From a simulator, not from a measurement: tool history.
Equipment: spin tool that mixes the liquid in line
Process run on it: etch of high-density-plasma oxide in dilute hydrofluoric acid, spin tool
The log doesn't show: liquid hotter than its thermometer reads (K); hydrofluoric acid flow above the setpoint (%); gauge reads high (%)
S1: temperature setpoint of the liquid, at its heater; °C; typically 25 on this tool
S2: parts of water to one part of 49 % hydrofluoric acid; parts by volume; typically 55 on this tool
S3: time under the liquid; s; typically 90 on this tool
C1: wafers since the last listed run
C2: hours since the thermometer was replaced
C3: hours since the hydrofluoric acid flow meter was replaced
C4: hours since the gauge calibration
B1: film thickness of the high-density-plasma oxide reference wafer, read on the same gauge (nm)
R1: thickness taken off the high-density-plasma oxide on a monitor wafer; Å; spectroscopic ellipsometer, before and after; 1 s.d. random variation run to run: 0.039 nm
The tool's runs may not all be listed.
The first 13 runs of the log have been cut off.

At hour 936: thermometer replaced.
Run 14, hour 956.5: usual settings; C1 388; C2 20.5; C3 485.8; C4 1131.9; B1 140.01. Result: R1 85.9 Å.
Run 15, hour 1001.7: usual settings; C1 307; C2 65.7; C3 531; C4 1177.1; B1 140. Result: R1 86 Å.
At hour 1060.6: hydrofluoric acid flow meter replaced.
Run 16, hour 1257.8: usual settings but S2 65 parts by volume; C1 1733; C2 321.8; C3 197.2; C4 1433.2; B1 139.98. Result: R1 72.6 Å.
Run 17, hour 1348.5: usual settings; C1 616; C2 412.5; C3 287.9; C4 1523.9; B1 140. Result: R1 87 Å.
Run 18, hour 1432: usual settings but S1 23 °C; C1 567; C2 496; C3 371.4; C4 1607.4; B1 140.01. Result: R1 80.6 Å.
Run 19, hour 1523.7: usual settings but S3 65 s; C1 623; C2 587.7; C3 463.1; C4 1699.1; B1 139.99. Result: R1 63.2 Å.
Run 20, hour 1592.4: usual settings but S2 75 parts by volume; C1 466; C2 656.4; C3 531.8; C4 1767.8; B1 140. Result: R1 63.4 Å.
At hour 1619.1: hydrofluoric acid flow meter replaced.
At hour 1673.4: gauge calibrated.
Run 21, hour 1673.7: usual settings but S2 65 parts by volume, S3 40 s; C1 545; C2 737.7; C3 54.6; C4 0.3; B1 140.02. Result: R1 32.5 Å.
Run 22, hour 1715.5: usual settings; C1 284; C2 779.5; C3 96.4; C4 42.1; B1 140.01. Result: R1 88.2 Å.
Run 23, hour 1809.6: usual settings but S1 29 °C, S3 55 s; C1 639; C2 873.6; C3 190.5; C4 136.2; B1 139.99. Result: R1 63.1 Å.
Run 24, hour 1903.6: usual settings but S1 29.5 °C, S2 70 parts by volume, S3 35 s; C1 638; C2 967.6; C3 284.5; C4 230.2; B1 140. Result: R1 31.7 Å.
Run 25, hour 1951.2: usual settings but S1 29 °C, S2 75 parts by volume, S3 130 s; C1 323; C2 1015.2; C3 332.1; C4 277.8; B1 140. Result: R1 107.3 Å.
Run 26, hour 2032.2: usual settings; C1 550; C2 1096.2; C3 413.1; C4 358.8; B1 140. Result: R1 89.6 Å.
At hour 2205.5: hydrofluoric acid flow meter replaced.
Run 27, hour 2227.8: usual settings; C1 1322; C2 1291.8; C3 22.3; C4 554.4; B1 140.03. Result: R1 88.4 Å.
Run 28, hour 2297.7: usual settings; C1 475; C2 1361.7; C3 92.2; C4 624.3; B1 140.02. Result: R1 89.5 Å.
Run 29, hour 2364: usual settings but S1 22 °C, S2 45 parts by volume, S3 60 s; C1 450; C2 1428; C3 158.5; C4 690.6; B1 140.01. Result: R1 65.3 Å.
Run 30, hour 2428.7: usual settings but S3 125 s; C1 439; C2 1492.7; C3 223.2; C4 755.3; B1 140.02. Result: R1 124.5 Å.
Run 31, hour 2487.8: usual settings; C1 401; C2 1551.8; C3 282.3; C4 814.4; B1 140.01. Result: R1 89.3 Å.
Run 32, hour 2560.5: usual settings but S1 23.5 °C; C1 494; C2 1624.5; C3 355; C4 887.1; B1 139.99. Result: R1 85.8 Å.

3 options for the next run, each taken on its own from the tool as it stands now. Forecast them:
Run A, hour 2560.9: usual settings but S1 22.5 °C; C1 2; C2 1624.9; C3 355.4; C4 887.5; B1 ?. Result: R1 ?.
Run B, hour 2560.9: usual settings but S1 20.5 °C, S2 75 parts by volume, S3 140 s; C1 2; C2 1624.9; C3 355.4; C4 887.5; B1 ?. Result: R1 ?.
Run C, hour 2560.9: usual settings but S3 70 s; C1 2; C2 1624.9; C3 355.4; C4 887.5; B1 ?. Result: R1 ?.

run      B1    R1
  A  140.03  82.1
  B  140.03  84.2
  C  140.03  70.7
With no hidden state in the tool, these same runs would have given:
run    R1
  A  76.5
  B  78.4
  C  65.9
